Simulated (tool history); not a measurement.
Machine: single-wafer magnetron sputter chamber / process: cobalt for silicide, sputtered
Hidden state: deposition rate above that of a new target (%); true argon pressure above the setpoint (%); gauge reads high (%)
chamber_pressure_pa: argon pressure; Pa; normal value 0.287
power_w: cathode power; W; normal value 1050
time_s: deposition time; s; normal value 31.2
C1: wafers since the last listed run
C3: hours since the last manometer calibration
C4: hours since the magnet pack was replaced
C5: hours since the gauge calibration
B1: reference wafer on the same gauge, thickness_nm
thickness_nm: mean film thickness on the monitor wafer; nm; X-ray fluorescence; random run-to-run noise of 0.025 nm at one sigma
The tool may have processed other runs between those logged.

Run 1, hour 0: usual settings; C1 0; wafers on the sputter target 4905; C3 1446.7; C4 11373.4; C5 216.9; B1 16.801. Result: thickness_nm 16.321 nm.
At hour 8.8: sputter target and shields replaced.
Run 2, hour 76.2: usual settings but power_w 1150 W; C1 2284; wafers on the sputter target 2256; C3 1522.9; C4 11449.6; C5 293.1; B1 16.807. Result: thickness_nm 17.937 nm.
Run 3, hour 95.2: usual settings but power_w 1150 W; C1 636; wafers on the sputter target 2892; C3 1541.9; C4 11468.6; C5 312.1; B1 16.807. Result: thickness_nm 17.91 nm.
Run 4, hour 113.1: usual settings; C1 599; wafers on the sputter target 3492; C3 1559.8; C4 11486.5; C5 330; B1 16.802. Result: thickness_nm 16.362 nm.
At hour 142.2: sputter target and shields replaced.
Run 5, hour 142.7: usual settings; C1 723; wafers on the sputter target 18; C3 1589.4; C4 11516.1; C5 359.6; B1 16.804. Result: thickness_nm 16.502 nm.
Run 6, hour 164.8: usual settings; C1 740; wafers on the sputter target 758; C3 1611.5; C4 11538.2; C5 381.7; B1 16.8. Result: thickness_nm 16.436 nm.
Run 7, hour 180.5: usual settings; C1 525; wafers on the sputter target 1284; C3 1627.2; C4 11553.9; C5 397.4; B1 16.799. Result: thickness_nm 16.4 nm.
Run 8, hour 204.6: usual settings; C1 807; wafers on the sputter target 2091; C3 1651.3; C4 11578; C5 421.5; B1 16.793. Result: thickness_nm 16.375 nm.
Run 9, hour 225.2: usual settings; C1 689; wafers on the sputter target 2781; C3 1671.9; C4 11598.6; C5 442.1; B1 16.797. Result: thickness_nm 16.37 nm.
Run 10, hour 238.1: usual settings; C1 432; wafers on the sputter target 3213; C3 1684.8; C4 11611.5; C5 455; B1 16.797. Result: thickness_nm 16.35 nm.
Run 11, hour 254.4: usual settings; C1 545; wafers on the sputter target 3759; C3 1701.1; C4 11627.8; C5 471.3; B1 16.799. Result: thickness_nm 16.311 nm.
At hour 273.7: sputter target and shields replaced.
At hour 299.5: capacitance manometer re-zeroed and calibrated.
Run 12, hour 347.2: usual settings but time_s 27.2 s; C1 2572; wafers on the sputter target 2193; C3 47.7; C4 11720.6; C5 564.1; B1 16.792. Result: thickness_nm 14.423 nm.
Run 13, hour 369.1: usual settings but power_w 950 W, time_s 28.8 s; C1 733; wafers on the sputter target 2927; C3 69.6; C4 11742.5; C5 586; B1 16.797. Result: thickness_nm 13.777 nm.
Run 14, hour 402.3: usual settings but power_w 1300 W, time_s 28.6 s; C1 1112; wafers on the sputter target 4039; C3 102.8; C4 11775.7; C5 619.2; B1 16.794. Result: thickness_nm 18.72 nm.
Run 15, hour 423.6: usual settings; C1 713; wafers on the sputter target 4752; C3 124.1; C4 11797; C5 640.5; B1 16.802. Result: thickness_nm 16.541 nm.
At hour 433.1: sputter target and shields replaced.
Run 16, hour 439: usual settings; C1 247; wafers on the sputter target 199; C3 139.5; C4 11812.4; C5 655.9; B1 16.804. Result: thickness_nm 16.626 nm.
Run 17, hour 468.5: usual settings but power_w 1200 W; C1 988; wafers on the sputter target 1187; C3 169; C4 11841.9; C5 685.4; B1 16.798. Result: thickness_nm 18.923 nm.
At hour 480: gauge calibrated.
At hour 492.4: magnet pack replaced.
Run 18, hour 492.9: usual settings but chamber_pressure_pa 0.184 Pa, power_w 850 W, time_s 29.2 s; C1 549; wafers on the sputter target 1736; C3 193.4; C4 0.5; C5 12.9; B1 16.791. Result: thickness_nm 13.054 nm.
Run 19, hour 539.7: usual settings but chamber_pressure_pa 0.397 Pa, time_s 34.7 s; C1 1567; wafers on the sputter target 3304; C3 240.2; C4 47.3; C5 59.7; B1 16.803. Result: thickness_nm 17.494 nm.
Run 20, hour 563.6: usual settings but chamber_pressure_pa 0.225 Pa, power_w 800 W, time_s 36.4 s; C1 800; wafers on the sputter target 4104; C3 264.1; C4 71.2; C5 83.6; B1 16.796. Result: thickness_nm 14.981 nm.
At hour 596: sputter target and shields replaced.
Run 21, hour 596.5: usual settings; C1 834; wafers on the sputter target 17; C3 297; C4 104.1; C5 116.5; B1 16.807. Result: thickness_nm 16.589 nm.
Run 22, hour 627.6: usual settings but chamber_pressure_pa 0.198 Pa; C1 1041; wafers on the sputter target 1059; C3 328.1; C4 135.2; C5 147.6; B1 16.805. Result: thickness_nm 17.183 nm.
Run 23, hour 654.5: usual settings but chamber_pressure_pa 0.222 Pa, power_w 800 W, time_s 26.5 s; C1 901; wafers on the sputter target 1960; C3 355; C4 162.1; C5 174.5; B1 16.798. Result: thickness_nm 10.964 nm.
Run 24, hour 682.2: usual settings but chamber_pressure_pa 0.327 Pa, power_w 1200 W, time_s 27.2 s; C1 927; wafers on the sputter target 2887; C3 382.7; C4 189.8; C5 202.2; B1 16.801. Result: thickness_nm 16.137 nm.
Run 25, hour 703.5: usual settings but chamber_pressure_pa 0.327 Pa, power_w 1200 W, time_s 27.2 s; C1 713; wafers on the sputter target 3601; C3 404; C4 211.1; C5 223.5; B1 16.796. Result: thickness_nm 16.067 nm.
At hour 744.8: sputter target and shields replaced.
Run 26, hour 745.3: usual settings but chamber_pressure_pa 0.363 Pa, power_w 850 W, time_s 27.6 s; C1 1132; wafers on the sputter target 17; C3 445.8; C4 252.9; C5 265.3; B1 16.804. Result: thickness_nm 11.504 nm.

Measured less the same run without the tool's hidden state. The same run-to-run variation is in both; the gauge's scatter may not be:
run  thickness_nm
  1        -0.456
  2        -0.457
  3        -0.473
  4        -0.443
  5        -0.296
  6        -0.361
  7        -0.392
  8        -0.425
  9        -0.442
 10         -0.45
 11        -0.457
 12        -0.197
 13        -0.209
 14        -0.314
 15        -0.291
 16        -0.158
 17        -0.275
 18         -0.18
 19        -0.424
 20        -0.281
 21        -0.178
 22        -0.214
 23         -0.18
 24        -0.372
 25        -0.388
 26        -0.204
